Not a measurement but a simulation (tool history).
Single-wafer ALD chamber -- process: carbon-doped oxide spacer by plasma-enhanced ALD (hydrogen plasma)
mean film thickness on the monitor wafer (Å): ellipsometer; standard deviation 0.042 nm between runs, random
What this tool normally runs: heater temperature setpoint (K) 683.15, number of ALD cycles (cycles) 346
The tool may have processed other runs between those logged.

run	hour	heater temperature setpoint (K)	number of ALD cycles (cycles)	wafers since the last listed run	hours since the last thermocouple change	hours since the gauge calibration	read-back reference wafer on the same gauge, thickness_nm	mean film thickness on the monitor wafer (Å)
1	0	688.15	346	0	1321.1	171.8	14.606	165.01
2	10.8	690.15	315	7	1331.9	182.6	14.598	148.58
# hour 19.1: gauge calibrated
3	23.5	683.15	346	9	1344.6	4.4	14.601	166.35
4	38.3	683.15	346	10	1359.4	19.2	14.603	166.67
5	92.2	671.15	346	39	1413.3	73.1	14.588	171.99
6	105.1	671.15	346	9	1426.2	86	14.597	171.6
7	113	687.15	306	5	1434.1	93.9	14.599	146.24
8	128.6	687.15	306	11	1449.7	109.5	14.587	146.05
9	138.6	687.15	306	7	1459.7	119.5	14.591	145.53
10	151.4	693.15	346	9	1472.5	132.3	14.609	161.81
11	162	678.15	323	7	1483.1	142.9	14.608	158.12
12	170.4	672.15	303	6	1491.5	151.3	14.601	150.05
13	183.4	671.15	318	9	1504.5	164.3	14.582	158.12
14	201.4	683.15	315	13	1522.5	182.3	14.586	151.67
# hour 213.1: gauge calibrated
15	214	674.15	285	9	1535.1	0.9	14.604	141.73
# hour 228.5: thermocouple changed; heater temperature recalibrated
16	229	688.15	346	5	0.5	15.9	14.605	164.68
17	235.5	678.15	380	4	7	22.4	14.603	185.79
18	272.5	672.15	346	27	44	59.4	14.61	172.38
19	284	683.15	346	8	55.5	70.9	14.587	167.54
20	304.1	687.15	346	14	75.6	91	14.594	165.05
21	323.9	690.15	294	14	95.4	110.8	14.594	139.01
22	337.1	683.15	346	9	108.6	124	14.6	167.06
23	350.6	694.15	306	9	122.1	137.5	14.581	142.35

Branching from run 23: 3 alternative next runs. What would each branch give?
A	351.5	691.15	346	0	123	138.4	?	?
B	351.5	696.15	282	0	123	138.4	?	?
C	351.5	678.15	277	0	123	138.4	?	?

run	read-back reference wafer on the same gauge, thickness_nm	mean film thickness on the monitor wafer (Å)
A	14.592	163.11
B	14.592	130.87
C	14.592	135.86
What these runs would have given with no unlogged condition in the tool:
run	mean film thickness on the monitor wafer (Å)
A	163.11
B	130.87
C	135.86
